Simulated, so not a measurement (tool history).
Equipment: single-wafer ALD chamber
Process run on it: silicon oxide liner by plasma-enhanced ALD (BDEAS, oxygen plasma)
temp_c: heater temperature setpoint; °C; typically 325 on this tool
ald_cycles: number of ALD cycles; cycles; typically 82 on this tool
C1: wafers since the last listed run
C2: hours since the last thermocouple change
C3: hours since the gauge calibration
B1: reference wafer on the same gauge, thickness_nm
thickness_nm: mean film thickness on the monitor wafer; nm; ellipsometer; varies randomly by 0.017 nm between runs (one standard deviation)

Run 1, hour 0: usual settings; C1 0; C2 2585.5; C3 451.4; B1 8.225. Result: thickness_nm 7.01 nm.
Run 2, hour 18.8: usual settings; C1 103; C2 2604.3; C3 470.2; B1 8.233. Result: thickness_nm 6.99 nm.
Run 3, hour 44: usual settings; C1 138; C2 2629.5; C3 495.4; B1 8.24. Result: thickness_nm 6.978 nm.
Run 4, hour 63.6: usual settings but ald_cycles 75 cycles; C1 107; C2 2649.1; C3 515; B1 8.229. Result: thickness_nm 6.399 nm.
Run 5, hour 81.7: usual settings but ald_cycles 75 cycles; C1 99; C2 2667.2; C3 533.1; B1 8.232. Result: thickness_nm 6.361 nm.
Run 6, hour 97.2: usual settings but ald_cycles 75 cycles; C1 85; C2 2682.7; C3 548.6; B1 8.224. Result: thickness_nm 6.398 nm.
Run 7, hour 153.1: usual settings but temp_c 315 °C, ald_cycles 73 cycles; C1 306; C2 2738.6; C3 604.5; B1 8.238. Result: thickness_nm 6.295 nm.
Run 8, hour 172.8: usual settings; C1 108; C2 2758.3; C3 624.2; B1 8.24. Result: thickness_nm 6.977 nm.
Run 9, hour 207.5: usual settings but ald_cycles 78 cycles; C1 190; C2 2793; C3 658.9; B1 8.235. Result: thickness_nm 6.641 nm.
At hour 212.5: gauge calibrated.
At hour 216.1: thermocouple changed; heater temperature recalibrated.
Run 10, hour 226.2: usual settings but ald_cycles 78 cycles; C1 58; C2 10.1; C3 13.7; B1 8.224. Result: thickness_nm 6.64 nm.
Run 11, hour 255.2: usual settings but ald_cycles 78 cycles; C1 159; C2 39.1; C3 42.7; B1 8.226. Result: thickness_nm 6.611 nm.
Run 12, hour 304.6: usual settings; C1 271; C2 88.5; C3 92.1; B1 8.236. Result: thickness_nm 6.985 nm.
Run 13, hour 334.4: usual settings; C1 163; C2 118.3; C3 121.9; B1 8.234. Result: thickness_nm 6.987 nm.
Run 14, hour 358.5: usual settings but temp_c 330 °C; C1 132; C2 142.4; C3 146; B1 8.237. Result: thickness_nm 6.941 nm.
Run 15, hour 385.7: usual settings but temp_c 314 °C, ald_cycles 68 cycles; C1 149; C2 169.6; C3 173.2; B1 8.231. Result: thickness_nm 5.852 nm.
Run 16, hour 403.5: usual settings but temp_c 318 °C, ald_cycles 68 cycles; C1 97; C2 187.4; C3 191; B1 8.224. Result: thickness_nm 5.835 nm.
Run 17, hour 423.1: usual settings but ald_cycles 66 cycles; C1 107; C2 207; C3 210.6; B1 8.237. Result: thickness_nm 5.619 nm.
Run 18, hour 451.8: usual settings; C1 157; C2 235.7; C3 239.3; B1 8.226. Result: thickness_nm 7.008 nm.
Run 19, hour 465.3: usual settings but temp_c 333 °C, ald_cycles 87 cycles; C1 74; C2 249.2; C3 252.8; B1 8.232. Result: thickness_nm 7.33 nm.
Run 20, hour 485.1: usual settings but temp_c 320 °C, ald_cycles 76 cycles; C1 108; C2 269; C3 272.6; B1 8.225. Result: thickness_nm 6.529 nm.
Run 21, hour 511.9: usual settings but ald_cycles 75 cycles; C1 147; C2 295.8; C3 299.4; B1 8.234. Result: thickness_nm 6.381 nm.
Run 22, hour 530.2: usual settings but ald_cycles 66 cycles; C1 100; C2 314.1; C3 317.7; B1 8.231. Result: thickness_nm 5.625 nm.
Run 23, hour 555.6: usual settings but temp_c 315 °C, ald_cycles 90 cycles; C1 139; C2 339.5; C3 343.1; B1 8.235. Result: thickness_nm 7.759 nm.
Run 24, hour 576.5: usual settings; C1 114; C2 360.4; C3 364; B1 8.231. Result: thickness_nm 6.998 nm.
Run 25, hour 597.8: usual settings but temp_c 316 °C, ald_cycles 67 cycles; C1 116; C2 381.7; C3 385.3; B1 8.23. Result: thickness_nm 5.767 nm.
Run 26, hour 610.9: usual settings; C1 71; C2 394.8; C3 398.4; B1 8.232. Result: thickness_nm 6.956 nm.
Run 27, hour 626.8: usual settings but temp_c 313 °C; C1 87; C2 410.7; C3 414.3; B1 8.227. Result: thickness_nm 7.062 nm.
Run 28, hour 662.6: usual settings but temp_c 329 °C, ald_cycles 88 cycles; C1 196; C2 446.5; C3 450.1; B1 8.231. Result: thickness_nm 7.467 nm.

State the hidden condition of the tool at each of the runs:
wafer temperature above the value expected at the setpoint (K): 0 at every run
gauge reads high (%): 0 at every run
